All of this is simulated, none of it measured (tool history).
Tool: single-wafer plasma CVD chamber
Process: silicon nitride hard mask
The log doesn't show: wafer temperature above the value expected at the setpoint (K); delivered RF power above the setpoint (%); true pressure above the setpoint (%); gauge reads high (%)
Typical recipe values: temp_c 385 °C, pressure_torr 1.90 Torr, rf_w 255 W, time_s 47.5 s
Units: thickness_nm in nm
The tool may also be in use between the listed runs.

run	hour	temp_c	pressure_torr	rf_w	time_s	wafers since the last listed run	hours since the last thermocouple change	hours since the last RF generator calibration	hours since the last manometer calibration	hours since the showerhead was replaced	hours since the gauge calibration	read-back reference wafer on the same gauge, thickness_nm	thickness_nm
1	0.0	385	1.90	255	47.5	0	1599.0	1784.9	1096.6	6651.9	1043.7	44.968	47.121
2	28.1	385	1.90	255	47.5	430	1627.1	1813.0	1124.7	6680.0	1071.8	44.908	46.857
# hour 45.8: thermocouple changed; heater temperature recalibrated
3	58.6	385	2.03	240	47.5	344	12.8	1843.5	1155.2	6710.5	1102.3	45.034	44.535
# hour 70.2: capacitance manometer re-zeroed and calibrated
4	77.3	385	2.03	240	47.5	163	31.5	1862.2	7.1	6729.2	1121.0	44.978	45.332
5	103.1	385	2.03	240	47.5	394	57.3	1888.0	32.9	6755.0	1146.8	44.937	44.801
6	117.5	385	1.80	255	47.5	220	71.7	1902.4	47.3	6769.4	1161.2	45.116	46.157
7	148.4	397	2.31	220	47.5	473	102.6	1933.3	78.2	6800.3	1192.1	44.985	43.066
8	183.7	385	1.90	215	47.5	540	137.9	1968.6	113.5	6835.6	1227.4	45.055	39.199
9	216.3	385	1.90	255	47.5	499	170.5	2001.2	146.1	6868.2	1260.0	44.945	46.437
# hour 227.0: showerhead replaced
10	242.1	385	1.90	255	42.6	272	196.3	2027.0	171.9	15.1	1285.8	45.044	42.257
11	271.5	371	2.14	300	51.5	450	225.7	2056.4	201.3	44.5	1315.2	44.861	61.291
12	296.2	385	1.90	255	47.5	378	250.4	2081.1	226.0	69.2	1339.9	44.988	46.392
13	310.7	385	1.90	255	47.5	221	264.9	2095.6	240.5	83.7	1354.4	45.135	46.527
14	339.8	385	1.90	255	47.5	445	294.0	2124.7	269.6	112.8	1383.5	44.998	46.730
15	370.3	380	1.90	255	47.5	466	324.5	2155.2	300.1	143.3	1414.0	45.069	46.892
16	405.9	385	2.15	235	47.5	545	360.1	2190.8	335.7	178.9	1449.6	45.056	44.839
17	418.5	389	2.18	255	47.5	192	372.7	2203.4	348.3	191.5	1462.2	44.938	49.066
# hour 426.8: gauge calibrated
18	443.9	396	1.47	285	55.6	388	398.1	2228.8	373.7	216.9	17.1	45.057	55.533
19	466.5	385	1.90	255	47.5	345	420.7	2251.4	396.3	239.5	39.7	44.840	46.624
# hour 485.9: RF generator calibrated
20	486.4	379	1.90	255	47.5	182	440.6	0.5	416.2	259.4	59.6	45.117	50.137
21	504.6	385	1.90	300	47.5	278	458.8	18.7	434.4	277.6	77.8	45.050	58.138
22	569.7	385	1.90	255	47.5	996	523.9	83.8	499.5	342.7	142.9	44.905	50.169
23	603.3	370	1.90	255	47.5	514	557.5	117.4	533.1	376.3	176.5	45.036	49.666
24	634.5	376	2.32	255	53.8	477	588.7	148.6	564.3	407.5	207.7	45.086	59.876
25	668.9	385	2.14	255	50.3	526	623.1	183.0	598.7	441.9	242.1	45.027	53.986
26	689.1	385	1.90	285	47.5	309	643.3	203.2	618.9	462.1	262.3	44.985	54.795
27	721.7	385	1.90	255	41.0	499	675.9	235.8	651.5	494.7	294.9	44.929	42.494
28	748.8	385	1.90	255	44.9	414	703.0	262.9	678.6	521.8	322.0	44.999	46.166

Consider 5 possible next runs. They are alternatives, not a sequence: every one starts from the tool as it was left by run 28. What does each give?
A	749.2	374	1.90	255	47.5	6	703.4	263.3	679.0	522.2	322.4	?	?
B	749.2	395	2.23	280	47.5	6	703.4	263.3	679.0	522.2	322.4	?	?
C	749.2	385	1.90	255	44.5	6	703.4	263.3	679.0	522.2	322.4	?	?
D	749.2	398	1.90	255	42.2	6	703.4	263.3	679.0	522.2	322.4	?	?
E	749.2	385	1.54	210	47.5	6	703.4	263.3	679.0	522.2	322.4	?	?

run	read-back reference wafer on the same gauge, thickness_nm	thickness_nm
A	44.925	49.131
B	44.925	56.053
C	44.925	45.849
D	44.925	43.272
E	44.925	36.934
Without the tool's hidden state the same runs would have given:
run	thickness_nm
A	50.805
B	57.888
C	47.412
D	44.747
E	38.288
